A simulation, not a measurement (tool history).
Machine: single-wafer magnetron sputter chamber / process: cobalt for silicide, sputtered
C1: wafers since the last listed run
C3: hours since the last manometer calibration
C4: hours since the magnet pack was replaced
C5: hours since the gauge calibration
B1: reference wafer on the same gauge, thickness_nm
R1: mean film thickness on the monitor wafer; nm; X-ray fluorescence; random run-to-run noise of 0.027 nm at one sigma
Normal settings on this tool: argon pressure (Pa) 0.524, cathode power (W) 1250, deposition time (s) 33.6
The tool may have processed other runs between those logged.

Run 1, hour 0: usual settings; C1 0; wafers on the sputter target 3718; C3 1387.9; C4 6781.4; C5 381.3; B1 15.804. Result: R1 18.08 nm.
Run 2, hour 19.1: usual settings; C1 255; wafers on the sputter target 3973; C3 1407; C4 6800.5; C5 400.4; B1 15.796. Result: R1 18.014 nm.
Run 3, hour 50.1: usual settings but deposition time (s) 29.5; C1 414; wafers on the sputter target 4388; C3 1438; C4 6831.5; C5 431.4; B1 15.797. Result: R1 15.796 nm.
Run 4, hour 69.9: usual settings; C1 264; wafers on the sputter target 4653; C3 1457.8; C4 6851.3; C5 451.2; B1 15.795. Result: R1 18.019 nm.
Run 5, hour 91.8: usual settings; C1 292; wafers on the sputter target 4946; C3 1479.7; C4 6873.2; C5 473.1; B1 15.805. Result: R1 17.971 nm.
Run 6, hour 122.3: usual settings; C1 407; wafers on the sputter target 5354; C3 1510.2; C4 6903.7; C5 503.6; B1 15.8. Result: R1 18.056 nm.
Run 7, hour 138: usual settings; C1 209; wafers on the sputter target 5564; C3 1525.9; C4 6919.4; C5 519.3; B1 15.797. Result: R1 17.965 nm.
Run 8, hour 157.9: usual settings; C1 266; wafers on the sputter target 5830; C3 1545.8; C4 6939.3; C5 539.2; B1 15.803. Result: R1 17.991 nm.
Run 9, hour 185.3: usual settings; C1 366; wafers on the sputter target 6196; C3 1573.2; C4 6966.7; C5 566.6; B1 15.807. Result: R1 17.981 nm.
Run 10, hour 218.5: usual settings; C1 444; wafers on the sputter target 6640; C3 1606.4; C4 6999.9; C5 599.8; B1 15.795. Result: R1 17.932 nm.
Run 11, hour 247.4: usual settings; C1 386; wafers on the sputter target 7027; C3 1635.3; C4 7028.8; C5 628.7; B1 15.802. Result: R1 17.895 nm.
Run 12, hour 267: usual settings; C1 262; wafers on the sputter target 7289; C3 1654.9; C4 7048.4; C5 648.3; B1 15.803. Result: R1 17.927 nm.
At hour 296.1: sputter target and shields replaced.
Run 13, hour 296.6: usual settings; C1 288; wafers on the sputter target 6; C3 1684.5; C4 7078; C5 677.9; B1 15.792. Result: R1 18.052 nm.
Run 14, hour 307.4: usual settings; C1 144; wafers on the sputter target 150; C3 1695.3; C4 7088.8; C5 688.7; B1 15.802. Result: R1 18.007 nm.
At hour 333.6: gauge calibrated.
Run 15, hour 396.1: usual settings; C1 1186; wafers on the sputter target 1337; C3 1784; C4 7177.5; C5 62.5; B1 15.793. Result: R1 17.96 nm.
Run 16, hour 416.3: usual settings but argon pressure (Pa) 0.608, deposition time (s) 37.6; C1 270; wafers on the sputter target 1607; C3 1804.2; C4 7197.7; C5 82.7; B1 15.797. Result: R1 19.822 nm.
Run 17, hour 452: usual settings but cathode power (W) 1050, deposition time (s) 30.5; C1 477; wafers on the sputter target 2084; C3 1839.9; C4 7233.4; C5 118.4; B1 15.797. Result: R1 13.732 nm.
Run 18, hour 473.2: usual settings; C1 283; wafers on the sputter target 2368; C3 1861.1; C4 7254.6; C5 139.6; B1 15.806. Result: R1 18.024 nm.
Run 19, hour 501.4: usual settings but cathode power (W) 1450; C1 377; wafers on the sputter target 2745; C3 1889.3; C4 7282.8; C5 167.8; B1 15.802. Result: R1 20.833 nm.
At hour 536: magnet pack replaced.
At hour 541.9: capacitance manometer re-zeroed and calibrated.
Run 20, hour 542.4: usual settings but deposition time (s) 27; C1 362; wafers on the sputter target 3107; C3 0.5; C4 6.4; C5 208.8; B1 15.804. Result: R1 14.602 nm.
Run 21, hour 545: usual settings but argon pressure (Pa) 0.592, deposition time (s) 31.7; C1 34; wafers on the sputter target 3142; C3 3.1; C4 9; C5 211.4; B1 15.806. Result: R1 16.917 nm.
Run 22, hour 580.3: usual settings; C1 472; wafers on the sputter target 3614; C3 38.4; C4 44.3; C5 246.7; B1 15.798. Result: R1 18.09 nm.
Run 23, hour 605.3: usual settings but deposition time (s) 27.4; C1 334; wafers on the sputter target 3948; C3 63.4; C4 69.3; C5 271.7; B1 15.801. Result: R1 14.8 nm.
Run 24, hour 620.8: usual settings but deposition time (s) 27.2; C1 207; wafers on the sputter target 4155; C3 78.9; C4 84.8; C5 287.2; B1 15.807. Result: R1 14.648 nm.
Run 25, hour 634.7: usual settings; C1 185; wafers on the sputter target 4341; C3 92.8; C4 98.7; C5 301.1; B1 15.805. Result: R1 18.077 nm.
Run 26, hour 657.1: usual settings but argon pressure (Pa) 0.398, cathode power (W) 1100, deposition time (s) 36.6; C1 299; wafers on the sputter target 4641; C3 115.2; C4 121.1; C5 323.5; B1 15.811. Result: R1 17.696 nm.
Run 27, hour 683.7: usual settings but deposition time (s) 31.6; C1 355; wafers on the sputter target 4997; C3 141.8; C4 147.7; C5 350.1; B1 15.796. Result: R1 17.009 nm.
Run 28, hour 704.1: usual settings but argon pressure (Pa) 0.648; C1 272; wafers on the sputter target 5269; C3 162.2; C4 168.1; C5 370.5; B1 15.807. Result: R1 17.7 nm.
Run 29, hour 735.8: usual settings; C1 423; wafers on the sputter target 5693; C3 193.9; C4 199.8; C5 402.2; B1 15.792. Result: R1 18.06 nm.
At hour 767: sputter target and shields replaced.
Run 30, hour 767.5: usual settings; C1 316; wafers on the sputter target 6; C3 225.6; C4 231.5; C5 433.9; B1 15.81. Result: R1 18.165 nm.
Run 31, hour 780.3: usual settings but argon pressure (Pa) 0.653, cathode power (W) 1100; C1 171; wafers on the sputter target 177; C3 238.4; C4 244.3; C5 446.7; B1 15.798. Result: R1 15.628 nm.
Run 32, hour 800.8: usual settings; C1 274; wafers on the sputter target 451; C3 258.9; C4 264.8; C5 467.2; B1 15.802. Result: R1 18.151 nm.
Run 33, hour 819.2: usual settings but cathode power (W) 1150, deposition time (s) 29.7; C1 246; wafers on the sputter target 697; C3 277.3; C4 283.2; C5 485.6; B1 15.801. Result: R1 14.737 nm.
Run 34, hour 831.2: usual settings; C1 160; wafers on the sputter target 858; C3 289.3; C4 295.2; C5 497.6; B1 15.801. Result: R1 18.128 nm.
Run 35, hour 858.5: usual settings but argon pressure (Pa) 0.638, cathode power (W) 1100, deposition time (s) 28.4; C1 365; wafers on the sputter target 1223; C3 316.6; C4 322.5; C5 524.9; B1 15.788. Result: R1 13.249 nm.
Run 36, hour 875.3: usual settings but cathode power (W) 1050, deposition time (s) 39.1; C1 224; wafers on the sputter target 1447; C3 333.4; C4 339.3; C5 541.7; B1 15.806. Result: R1 17.72 nm.

What would each run have given without the hidden state, its run-to-run variation left as it was?
Hidden state present: deposition rate above that of a new target (%); true argon pressure above the setpoint (%); gauge reads high (%).
run      R1
  1  18.204
  2  18.146
  3  15.925
  4  18.176
  5   18.14
  6  18.242
  7   18.16
  8  18.198
  9  18.206
 10  18.179
 11  18.162
 12   18.21
 13  18.197
 14  18.153
 15  18.126
 16  20.025
 17  13.872
 18  18.216
 19  21.068
 20  14.642
 21  16.963
 22   18.15
 23  14.855
 24  14.707
 25  18.156
 26  17.783
 27  17.102
 28  17.805
 29  18.183
 30  18.187
 31  15.647
 32  18.175
 33  14.757
 34  18.154
 35   13.27
 36  17.751

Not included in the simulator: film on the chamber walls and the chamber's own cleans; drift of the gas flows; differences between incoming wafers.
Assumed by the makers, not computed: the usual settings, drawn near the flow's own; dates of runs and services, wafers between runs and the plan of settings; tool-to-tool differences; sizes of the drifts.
